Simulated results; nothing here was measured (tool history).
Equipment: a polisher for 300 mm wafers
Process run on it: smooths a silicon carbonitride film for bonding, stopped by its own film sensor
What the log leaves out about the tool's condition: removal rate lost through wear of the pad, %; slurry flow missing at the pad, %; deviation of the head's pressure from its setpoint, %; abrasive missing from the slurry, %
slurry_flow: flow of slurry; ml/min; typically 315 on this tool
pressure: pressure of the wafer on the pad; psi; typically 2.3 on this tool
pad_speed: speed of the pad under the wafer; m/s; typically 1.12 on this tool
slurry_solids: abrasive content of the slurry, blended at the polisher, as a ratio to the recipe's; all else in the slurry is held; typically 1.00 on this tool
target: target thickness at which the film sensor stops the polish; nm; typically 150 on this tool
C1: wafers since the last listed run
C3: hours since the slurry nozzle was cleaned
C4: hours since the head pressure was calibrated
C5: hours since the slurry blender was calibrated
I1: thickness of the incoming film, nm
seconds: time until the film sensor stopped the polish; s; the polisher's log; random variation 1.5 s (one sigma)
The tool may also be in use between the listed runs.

{"run": 1, "hour": 0.0, "slurry_flow": 315, "pressure": 1.8, "pad_speed": 1.12, "slurry_solids": 1.0, "target": 150, "C1": 0, "wafers polished on this pad": 5122, "C3": 157.7, "C4": 264.1, "C5": 306.8, "I1": 181.9, "seconds": 118.9}
{"run": 2, "hour": 66.8, "slurry_flow": 315, "pressure": 2.3, "pad_speed": 1.12, "slurry_solids": 1.0, "target": 150, "C1": 798, "wafers polished on this pad": 5921, "C3": 224.5, "C4": 330.9, "C5": 373.6, "I1": 178.0, "seconds": 81.9}
{"hour": 91.7, "done": "worn pad replaced by a new one"}
{"run": 3, "hour": 123.0, "slurry_flow": 315, "pressure": 2.3, "pad_speed": 1.12, "slurry_solids": 1.0, "target": 150, "C1": 624, "wafers polished on this pad": 374, "C3": 280.7, "C4": 387.1, "C5": 429.8, "I1": 180.0, "seconds": 89.8}
{"run": 4, "hour": 173.8, "slurry_flow": 315, "pressure": 2.3, "pad_speed": 1.12, "slurry_solids": 1.0, "target": 157, "C1": 607, "wafers polished on this pad": 981, "C3": 331.5, "C4": 437.9, "C5": 480.6, "I1": 178.3, "seconds": 63.0}
{"hour": 193.5, "done": "slurry blender recalibrated"}
{"run": 5, "hour": 213.8, "slurry_flow": 315, "pressure": 2.3, "pad_speed": 1.12, "slurry_solids": 1.0, "target": 157, "C1": 454, "wafers polished on this pad": 1436, "C3": 371.5, "C4": 477.9, "C5": 20.3, "I1": 183.2, "seconds": 77.7}
{"run": 6, "hour": 268.5, "slurry_flow": 315, "pressure": 2.3, "pad_speed": 1.12, "slurry_solids": 1.0, "target": 157, "C1": 653, "wafers polished on this pad": 2090, "C3": 426.2, "C4": 532.6, "C5": 75.0, "I1": 183.2, "seconds": 77.7}
{"hour": 274.3, "done": "slurry nozzle cleaned"}
{"run": 7, "hour": 304.1, "slurry_flow": 315, "pressure": 2.3, "pad_speed": 1.12, "slurry_solids": 1.0, "target": 150, "C1": 413, "wafers polished on this pad": 2503, "C3": 29.8, "C4": 568.2, "C5": 110.6, "I1": 178.5, "seconds": 89.7}
{"run": 8, "hour": 340.6, "slurry_flow": 235, "pressure": 2.3, "pad_speed": 1.12, "slurry_solids": 1.0, "target": 150, "C1": 436, "wafers polished on this pad": 2940, "C3": 66.3, "C4": 604.7, "C5": 147.1, "I1": 178.9, "seconds": 92.9}
{"run": 9, "hour": 405.7, "slurry_flow": 315, "pressure": 2.3, "pad_speed": 1.12, "slurry_solids": 1.0, "target": 150, "C1": 778, "wafers polished on this pad": 3718, "C3": 131.4, "C4": 669.8, "C5": 212.2, "I1": 181.6, "seconds": 100.8}
{"run": 10, "hour": 469.2, "slurry_flow": 385, "pressure": 2.3, "pad_speed": 1.12, "slurry_solids": 1.0, "target": 150, "C1": 759, "wafers polished on this pad": 4477, "C3": 194.9, "C4": 733.3, "C5": 275.7, "I1": 179.6, "seconds": 90.8}
{"run": 11, "hour": 534.0, "slurry_flow": 315, "pressure": 2.3, "pad_speed": 1.12, "slurry_solids": 1.0, "target": 150, "C1": 774, "wafers polished on this pad": 5252, "C3": 259.7, "C4": 798.1, "C5": 340.5, "I1": 179.8, "seconds": 92.3}
{"hour": 540.4, "done": "worn pad replaced by a new one"}
{"run": 12, "hour": 601.1, "slurry_flow": 315, "pressure": 2.3, "pad_speed": 1.34, "slurry_solids": 1.25, "target": 150, "C1": 754, "wafers polished on this pad": 725, "C3": 326.8, "C4": 865.2, "C5": 407.6, "I1": 177.6, "seconds": 63.6}
{"hour": 662.5, "done": "head pressure recalibrated"}
{"run": 13, "hour": 663.0, "slurry_flow": 285, "pressure": 2.6, "pad_speed": 1.4, "slurry_solids": 1.0, "target": 150, "C1": 716, "wafers polished on this pad": 1441, "C3": 388.7, "C4": 0.5, "C5": 469.5, "I1": 179.1, "seconds": 63.6}
{"hour": 713.2, "done": "slurry nozzle cleaned"}
{"run": 14, "hour": 729.8, "slurry_flow": 385, "pressure": 2.3, "pad_speed": 1.12, "slurry_solids": 1.0, "target": 146, "C1": 786, "wafers polished on this pad": 2228, "C3": 16.6, "C4": 67.3, "C5": 536.3, "I1": 179.3, "seconds": 91.6}
{"hour": 738.1, "done": "slurry blender recalibrated"}
{"run": 15, "hour": 772.7, "slurry_flow": 220, "pressure": 2.3, "pad_speed": 1.12, "slurry_solids": 1.0, "target": 147, "C1": 488, "wafers polished on this pad": 2717, "C3": 59.5, "C4": 110.2, "C5": 34.6, "I1": 176.5, "seconds": 86.8}
{"run": 16, "hour": 872.6, "slurry_flow": 315, "pressure": 2.3, "pad_speed": 1.12, "slurry_solids": 1.1, "target": 157, "C1": 1194, "wafers polished on this pad": 3911, "C3": 159.4, "C4": 210.1, "C5": 134.5, "I1": 179.4, "seconds": 61.7}
{"run": 17, "hour": 907.5, "slurry_flow": 370, "pressure": 2.3, "pad_speed": 1.22, "slurry_solids": 0.8, "target": 145, "C1": 417, "wafers polished on this pad": 4328, "C3": 194.3, "C4": 245.0, "C5": 169.4, "I1": 178.9, "seconds": 114.3}
{"run": 18, "hour": 975.5, "slurry_flow": 375, "pressure": 2.3, "pad_speed": 1.12, "slurry_solids": 1.0, "target": 140, "C1": 812, "wafers polished on this pad": 5141, "C3": 262.3, "C4": 313.0, "C5": 237.4, "I1": 176.9, "seconds": 108.3}
{"run": 19, "hour": 1020.5, "slurry_flow": 315, "pressure": 2.3, "pad_speed": 1.12, "slurry_solids": 1.0, "target": 150, "C1": 537, "wafers polished on this pad": 5679, "C3": 307.3, "C4": 358.0, "C5": 282.4, "I1": 178.5, "seconds": 83.0}
{"run": 20, "hour": 1053.5, "slurry_flow": 350, "pressure": 2.3, "pad_speed": 1.12, "slurry_solids": 1.0, "target": 145, "C1": 394, "wafers polished on this pad": 6074, "C3": 340.3, "C4": 391.0, "C5": 315.4, "I1": 179.6, "seconds": 103.5}
{"hour": 1076.1, "done": "worn pad replaced by a new one"}
{"run": 21, "hour": 1100.3, "slurry_flow": 400, "pressure": 2.1, "pad_speed": 1.12, "slurry_solids": 1.0, "target": 150, "C1": 511, "wafers polished on this pad": 289, "C3": 387.1, "C4": 437.8, "C5": 362.2, "I1": 179.8, "seconds": 100.6}
{"run": 22, "hour": 1132.2, "slurry_flow": 315, "pressure": 1.8, "pad_speed": 1.12, "slurry_solids": 1.1, "target": 150, "C1": 381, "wafers polished on this pad": 670, "C3": 419.0, "C4": 469.7, "C5": 394.1, "I1": 180.5, "seconds": 110.2}
{"run": 23, "hour": 1163.8, "slurry_flow": 315, "pressure": 2.3, "pad_speed": 0.92, "slurry_solids": 1.0, "target": 150, "C1": 377, "wafers polished on this pad": 1048, "C3": 450.6, "C4": 501.3, "C5": 425.7, "I1": 177.8, "seconds": 98.0}
{"hour": 1168.8, "done": "slurry blender recalibrated"}
{"hour": 1181.5, "done": "slurry nozzle cleaned"}
{"run": 24, "hour": 1195.3, "slurry_flow": 315, "pressure": 2.3, "pad_speed": 1.12, "slurry_solids": 1.0, "target": 150, "C1": 340, "wafers polished on this pad": 1389, "C3": 13.8, "C4": 532.8, "C5": 26.5, "I1": 180.7, "seconds": 93.6}
{"run": 25, "hour": 1246.4, "slurry_flow": 315, "pressure": 1.9, "pad_speed": 1.12, "slurry_solids": 1.0, "target": 159, "C1": 610, "wafers polished on this pad": 2000, "C3": 64.9, "C4": 583.9, "C5": 77.6, "I1": 178.9, "seconds": 73.7}
{"run": 26, "hour": 1292.3, "slurry_flow": 415, "pressure": 2.3, "pad_speed": 1.28, "slurry_solids": 1.15, "target": 153, "C1": 548, "wafers polished on this pad": 2548, "C3": 110.8, "C4": 629.8, "C5": 123.5, "I1": 178.3, "seconds": 63.1}
{"run": 27, "hour": 1349.4, "slurry_flow": 315, "pressure": 2.3, "pad_speed": 1.12, "slurry_solids": 1.15, "target": 150, "C1": 682, "wafers polished on this pad": 3231, "C3": 167.9, "C4": 686.9, "C5": 180.6, "I1": 178.3, "seconds": 79.7}
{"run": 28, "hour": 1420.0, "slurry_flow": 315, "pressure": 2.3, "pad_speed": 1.12, "slurry_solids": 1.0, "target": 140, "C1": 844, "wafers polished on this pad": 4075, "C3": 238.5, "C4": 757.5, "C5": 251.2, "I1": 177.4, "seconds": 116.9}
{"run": 29, "hour": 1462.9, "slurry_flow": 315, "pressure": 2.3, "pad_speed": 1.12, "slurry_solids": 1.0, "target": 150, "C1": 512, "wafers polished on this pad": 4588, "C3": 281.4, "C4": 800.4, "C5": 294.1, "I1": 180.8, "seconds": 97.4}

Forecast each of these 5 alternatives for the next run:
{"run": "A", "hour": 1463.4, "slurry_flow": 315, "pressure": 2.3, "pad_speed": 1.12, "slurry_solids": 0.85, "target": 150, "C1": 5, "wafers polished on this pad": 4594, "C3": 281.9, "C4": 800.9, "C5": 294.6, "I1": 177.8, "seconds": "?"}
{"run": "B", "hour": 1463.4, "slurry_flow": 315, "pressure": 2.3, "pad_speed": 1.12, "slurry_solids": 1.0, "target": 154, "C1": 5, "wafers polished on this pad": 4594, "C3": 281.9, "C4": 800.9, "C5": 294.6, "I1": 177.8, "seconds": "?"}
{"run": "C", "hour": 1463.4, "slurry_flow": 280, "pressure": 2.3, "pad_speed": 1.22, "slurry_solids": 1.0, "target": 150, "C1": 5, "wafers polished on this pad": 4594, "C3": 281.9, "C4": 800.9, "C5": 294.6, "I1": 177.8, "seconds": "?"}
{"run": "D", "hour": 1463.4, "slurry_flow": 315, "pressure": 1.7, "pad_speed": 0.84, "slurry_solids": 0.75, "target": 150, "C1": 5, "wafers polished on this pad": 4594, "C3": 281.9, "C4": 800.9, "C5": 294.6, "I1": 177.8, "seconds": "?"}
{"run": "E", "hour": 1463.4, "slurry_flow": 415, "pressure": 2.9, "pad_speed": 1.12, "slurry_solids": 1.3, "target": 156, "C1": 5, "wafers polished on this pad": 4594, "C3": 281.9, "C4": 800.9, "C5": 294.6, "I1": 177.8, "seconds": "?"}

run=A seconds=100.2
run=B seconds=74.7
run=C seconds=82.4
run=D seconds=195.4
run=E seconds=45.2
Without the tool's hidden state the same runs would have given:
run=A seconds=91.4
run=B seconds=68.2
run=C seconds=75.2
run=D seconds=178.2
run=E seconds=41.2

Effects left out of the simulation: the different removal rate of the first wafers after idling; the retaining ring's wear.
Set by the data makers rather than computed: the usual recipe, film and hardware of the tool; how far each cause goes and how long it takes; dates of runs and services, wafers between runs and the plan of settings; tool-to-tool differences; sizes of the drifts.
